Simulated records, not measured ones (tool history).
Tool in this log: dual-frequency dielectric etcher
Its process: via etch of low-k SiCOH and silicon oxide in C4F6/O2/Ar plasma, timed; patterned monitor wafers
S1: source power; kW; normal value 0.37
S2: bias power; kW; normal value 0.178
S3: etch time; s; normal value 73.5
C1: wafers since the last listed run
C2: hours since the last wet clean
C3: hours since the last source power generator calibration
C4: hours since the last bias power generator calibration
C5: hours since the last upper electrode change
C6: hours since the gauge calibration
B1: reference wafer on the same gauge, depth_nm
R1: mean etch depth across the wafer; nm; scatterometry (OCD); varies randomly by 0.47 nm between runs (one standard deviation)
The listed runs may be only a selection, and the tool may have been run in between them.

| run | day | S1 | S2 | S3 | C1 | C2 | C3 | C4 | C5 | C6 | B1 | R1 |
|---|---|---|---|---|---|---|---|---|---|---|---|---|
| 1 | 0 | 0.37 | 0.178 | 73.5 | 0 | 249.5 | 2523.3 | 4168.8 | 4253 | 210.9 | 250.1 | 210.6 |
| 2 | 0.55 | 0.32 | 0.178 | 56.5 | 106 | 262.7 | 2536.5 | 4182 | 4266.2 | 224.1 | 250.1 | 153.9 |
| 3 | 1.538 | 0.32 | 0.178 | 56.5 | 191 | 286.4 | 2560.2 | 4205.7 | 4289.9 | 247.8 | 250 | 153.6 |
| 4 | 2.646 | 0.32 | 0.178 | 56.5 | 214 | 313 | 2586.8 | 4232.3 | 4316.5 | 274.4 | 249.9 | 152.6 |
| 5 | 3.275 | 0.37 | 0.178 | 73.5 | 121 | 328.1 | 2601.9 | 4247.4 | 4331.6 | 289.5 | 250.2 | 209.4 |
| 6 | 4.512 | 0.39 | 0.178 | 61.5 | 239 | 357.8 | 2631.6 | 4277.1 | 4361.3 | 319.2 | 249.9 | 178.1 |
| 7 | 5.192 | 0.39 | 0.178 | 61.5 | 131 | 374.1 | 2647.9 | 4293.4 | 4377.6 | 335.5 | 249.9 | 177.5 |
| 8 | 5.921 | 0.39 | 0.178 | 61.5 | 141 | 391.6 | 2665.4 | 4310.9 | 4395.1 | 353 | 249.9 | 177.2 |
|  | 7.467 | upper electrode replaced |
| 9 | 7.488 | 0.37 | 0.178 | 73.5 | 109 | 429.2 | 2703 | 4348.5 | 0.5 | 390.6 | 250 | 209 |
| 10 | 7.692 | 0.37 | 0.178 | 73.5 | 39 | 434.1 | 2707.9 | 4353.4 | 5.4 | 395.5 | 249.8 | 208.2 |
| 11 | 8.908 | 0.45 | 0.19 | 91 | 235 | 463.3 | 2737.1 | 4382.6 | 34.6 | 424.7 | 250.1 | 283.1 |
|  | 10.067 | wet clean of the chamber |
| 12 | 10.088 | 0.41 | 0.204 | 73.5 | 34 | 0.5 | 2765.4 | 4410.9 | 62.9 | 453 | 250.1 | 239.5 |
| 13 | 10.812 | 0.41 | 0.153 | 63 | 140 | 17.9 | 2782.8 | 4428.3 | 80.3 | 470.4 | 250 | 187 |
|  | 12.658 | source power generator calibrated |
|  | 12.912 | wet clean of the chamber, repeated, since the last time left the tool worse |
| 14 | 12.933 | 0.33 | 0.178 | 57 | 329 | 0.5 | 6.6 | 4479.2 | 131.2 | 521.3 | 249.9 | 159 |
| 15 | 12.946 | 0.37 | 0.195 | 93.5 | 2 | 0.8 | 6.9 | 4479.5 | 131.5 | 521.6 | 250.2 | 278.5 |
|  | 13.025 | gauge calibrated |
|  | 13.992 | bias power generator calibrated |
| 16 | 14.021 | 0.42 | 0.178 | 91 | 175 | 26.6 | 32.7 | 0.7 | 157.3 | 23.9 | 249.9 | 275.4 |
| 17 | 15.238 | 0.29 | 0.213 | 73.5 | 235 | 55.8 | 61.9 | 29.9 | 186.5 | 53.1 | 250 | 208.3 |
| 18 | 16.633 | 0.4 | 0.222 | 73.5 | 270 | 89.3 | 95.4 | 63.4 | 220 | 86.6 | 249.8 | 234.6 |
| 19 | 17.621 | 0.4 | 0.222 | 73.5 | 191 | 113 | 119.1 | 87.1 | 243.7 | 110.3 | 250 | 234.7 |

Below, some changes in R1 between adjacent runs. For each, the amount present without the hidden state too (settings, incoming material, random variation) and the amount remaining for the hidden state with gauge scatter not shared by both compared results:
Hidden state present: etch rate over this chamber's usual, %; source power that arrives over what is set, %; bias power that arrives over what is set, %; gauge reads high (%).
Run 11 -> 12: S1 0.45 -> 0.41, S2 0.19 -> 0.204, S3 91 -> 73.5, wet clean of the chamber. R1 -43.6 nm: hidden state +15.5, all else -59.1.
Run 14 -> 15: S1 0.33 -> 0.37, S2 0.178 -> 0.195, S3 57 -> 93.5. R1 +119.5 nm: hidden state -0.1, all else +119.6.
